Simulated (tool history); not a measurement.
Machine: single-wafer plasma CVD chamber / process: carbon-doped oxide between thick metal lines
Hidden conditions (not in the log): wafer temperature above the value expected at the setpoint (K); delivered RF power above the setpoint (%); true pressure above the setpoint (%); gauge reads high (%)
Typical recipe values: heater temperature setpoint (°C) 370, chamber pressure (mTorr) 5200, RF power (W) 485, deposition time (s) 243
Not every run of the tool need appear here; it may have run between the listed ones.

run,hour,heater temperature setpoint (°C),chamber pressure (mTorr),RF power (W),deposition time (s),wafers since the last listed run,hours since the last thermocouple change,hours since the last RF generator calibration,hours since the last manometer calibration,hours since the showerhead was replaced,hours since the gauge calibration,"read-back reference wafer on the same gauge, thickness_nm",mean film thickness on the monitor wafer (nm)
1,0,370,6050,485,258,0,926.9,571.5,1457.5,5249.4,503.7,1188.849,1231.13
2,46.9,370,5200,435,243,484,973.8,618.4,1504.4,5296.3,550.6,1191.174,1085.394
3,112,377,5200,485,243,672,1038.9,683.5,1569.5,5361.4,615.7,1190.231,1130.595
4,153.2,377,5200,485,243,425,1080.1,724.7,1610.7,5402.6,656.9,1189.155,1126.265
5,190.9,377,5200,485,243,389,1117.8,762.4,1648.4,5440.3,694.6,1189.978,1121.941
6,248.2,370,5940,485,243,592,1175.1,819.7,1705.7,5497.6,751.9,1190.421,1162.698
7,298.5,359,5200,485,243,519,1225.4,870,1756,5547.9,802.2,1190.199,1169.314
8,337.5,359,5200,485,243,403,1264.4,909,1795,5586.9,841.2,1189.858,1168.955
# hour 372.4: showerhead replaced
9,373.4,359,5200,485,243,288,1300.3,944.9,1830.9,1,877.1,1189.163,1162.777
10,401.5,370,5200,485,243,290,1328.4,973,1859,29.1,905.2,1190.419,1139.874
# hour 452.7: thermocouple changed; heater temperature recalibrated
11,468.4,384,5200,485,216,608,15.7,1039.9,1925.9,96,972.1,1189.279,985.451
# hour 481.9: capacitance manometer re-zeroed and calibrated
12,527.2,370,5840,485,243,525,74.5,1098.7,45.3,154.8,1030.9,1190.6,1148.858
13,597.8,365,5200,445,275,729,145.1,1169.3,115.9,225.4,1101.5,1189.496,1247.687
# hour 651.6: gauge calibrated
14,780.5,359,5200,485,243,1888,327.8,1352,298.6,408.1,128.9,1190.109,1163.465
# hour 849.7: RF generator calibrated
15,851.7,359,5200,485,219,653,399,2,369.8,479.3,200.1,1190.533,1080.635
16,882.5,379,5200,485,290,318,429.8,32.8,400.6,510.1,230.9,1191.921,1377.302
17,922.1,359,5200,485,243,409,469.4,72.4,440.2,549.7,270.5,1188.149,1190.819
18,983.7,370,4470,485,243,636,531,134,501.8,611.3,332.1,1187.055,1137.373

Run 19, settings as shown, results not yet in. Your forecast:
19,1042.6,359,5200,485,263,608,589.9,192.9,560.7,670.2,391,?,?

read-back reference wafer on the same gauge, thickness_nm: 1190.844
mean film thickness on the monitor wafer (nm): 1284.011
With no hidden state in the tool, this same run would have given mean film thickness on the monitor wafer (nm) 1311.368.
